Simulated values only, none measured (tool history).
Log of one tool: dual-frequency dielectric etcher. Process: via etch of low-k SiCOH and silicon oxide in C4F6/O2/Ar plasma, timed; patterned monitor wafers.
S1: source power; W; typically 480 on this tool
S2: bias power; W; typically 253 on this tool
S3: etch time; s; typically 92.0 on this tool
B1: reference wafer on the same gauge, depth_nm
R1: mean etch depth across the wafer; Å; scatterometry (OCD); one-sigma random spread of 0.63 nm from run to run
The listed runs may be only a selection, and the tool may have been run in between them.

{"run": 1, "day": 0.0, "S1": 480, "S2": 253, "S3": 92.0, "B1": 256.7, "R1": 3033}
{"run": 2, "day": 4.275, "S1": 480, "S2": 253, "S3": 92.0, "B1": 257.0, "R1": 3025}
{"run": 3, "day": 5.758, "S1": 530, "S2": 253, "S3": 83.0, "B1": 257.2, "R1": 2860}
{"run": 4, "day": 10.138, "S1": 480, "S2": 253, "S3": 92.0, "B1": 256.9, "R1": 3037}
{"run": 5, "day": 14.325, "S1": 480, "S2": 253, "S3": 92.0, "B1": 257.0, "R1": 3035}
{"run": 6, "day": 18.825, "S1": 480, "S2": 253, "S3": 92.0, "B1": 257.1, "R1": 3040}
{"run": 7, "day": 22.408, "S1": 480, "S2": 270, "S3": 71.5, "B1": 257.1, "R1": 2434}
{"run": 8, "day": 25.288, "S1": 510, "S2": 253, "S3": 92.0, "B1": 257.0, "R1": 3114}
{"run": 9, "day": 27.412, "S1": 440, "S2": 274, "S3": 71.0, "B1": 257.4, "R1": 2334}
{"run": 10, "day": 29.004, "S1": 550, "S2": 274, "S3": 80.0, "B1": 257.1, "R1": 2898}
{"run": 11, "day": 31.742, "S1": 480, "S2": 253, "S3": 92.0, "B1": 256.8, "R1": 3034}
{"run": 12, "day": 33.412, "S1": 410, "S2": 283, "S3": 79.0, "B1": 256.8, "R1": 2560}
{"run": 13, "day": 36.488, "S1": 370, "S2": 253, "S3": 64.5, "B1": 257.2, "R1": 1895}
{"run": 14, "day": 40.7, "S1": 480, "S2": 253, "S3": 92.0, "B1": 257.0, "R1": 3035}
{"run": 15, "day": 43.5, "S1": 570, "S2": 192, "S3": 118.5, "B1": 256.9, "R1": 3705}
{"run": 16, "day": 45.829, "S1": 480, "S2": 313, "S3": 78.0, "B1": 257.3, "R1": 2835}
{"run": 17, "day": 49.333, "S1": 400, "S2": 253, "S3": 92.0, "B1": 256.8, "R1": 2795}
{"run": 18, "day": 52.771, "S1": 530, "S2": 289, "S3": 92.0, "B1": 257.1, "R1": 3359}
{"run": 19, "day": 56.05, "S1": 560, "S2": 295, "S3": 108.0, "B1": 256.7, "R1": 4100}
{"run": 20, "day": 59.479, "S1": 390, "S2": 253, "S3": 73.0, "B1": 256.8, "R1": 2195}
{"run": 21, "day": 72.642, "S1": 480, "S2": 308, "S3": 92.0, "B1": 257.0, "R1": 3317}
{"run": 22, "day": 75.333, "S1": 480, "S2": 211, "S3": 115.5, "B1": 257.1, "R1": 3500}
{"run": 23, "day": 79.45, "S1": 530, "S2": 274, "S3": 78.5, "B1": 256.9, "R1": 2798}
{"run": 24, "day": 81.508, "S1": 480, "S2": 200, "S3": 77.0, "B1": 257.1, "R1": 2271}
{"run": 25, "day": 84.488, "S1": 480, "S2": 253, "S3": 92.0, "B1": 256.9, "R1": 3032}
{"run": 26, "day": 86.35, "S1": 480, "S2": 314, "S3": 100.0, "B1": 257.0, "R1": 3634}
{"run": 27, "day": 89.592, "S1": 480, "S2": 253, "S3": 92.0, "B1": 257.1, "R1": 3026}
{"run": 28, "day": 93.154, "S1": 410, "S2": 194, "S3": 115.0, "B1": 256.9, "R1": 3097}

Put back what was entered between runs (9 entries, withheld): which listed runs does each sit between, and how does the hidden state differ from the listed run before to the listed run after?
After run 1, before run 2: gauge calibrated (day 1.650); wet clean of the chamber (day 4.254)
  the hidden state is the same at both runs
After run 4, before run 5: upper electrode replaced (day 11.308)
  the hidden state is the same at both runs
After run 8, before run 9: source power generator calibrated (day 25.867)
  the hidden state is the same at both runs
After run 9, before run 10: wet clean of the chamber (day 28.612)
  the hidden state is the same at both runs
After run 11, before run 12: bias power generator calibrated (day 32.350)
  the hidden state is the same at both runs
After run 18, before run 19: wet clean of the chamber (day 56.029)
  the hidden state is the same at both runs
After run 20, before run 21: gauge calibrated (day 69.346)
  the hidden state is the same at both runs
After run 24, before run 25: wet clean of the chamber (day 84.467)
  the hidden state is the same at both runs

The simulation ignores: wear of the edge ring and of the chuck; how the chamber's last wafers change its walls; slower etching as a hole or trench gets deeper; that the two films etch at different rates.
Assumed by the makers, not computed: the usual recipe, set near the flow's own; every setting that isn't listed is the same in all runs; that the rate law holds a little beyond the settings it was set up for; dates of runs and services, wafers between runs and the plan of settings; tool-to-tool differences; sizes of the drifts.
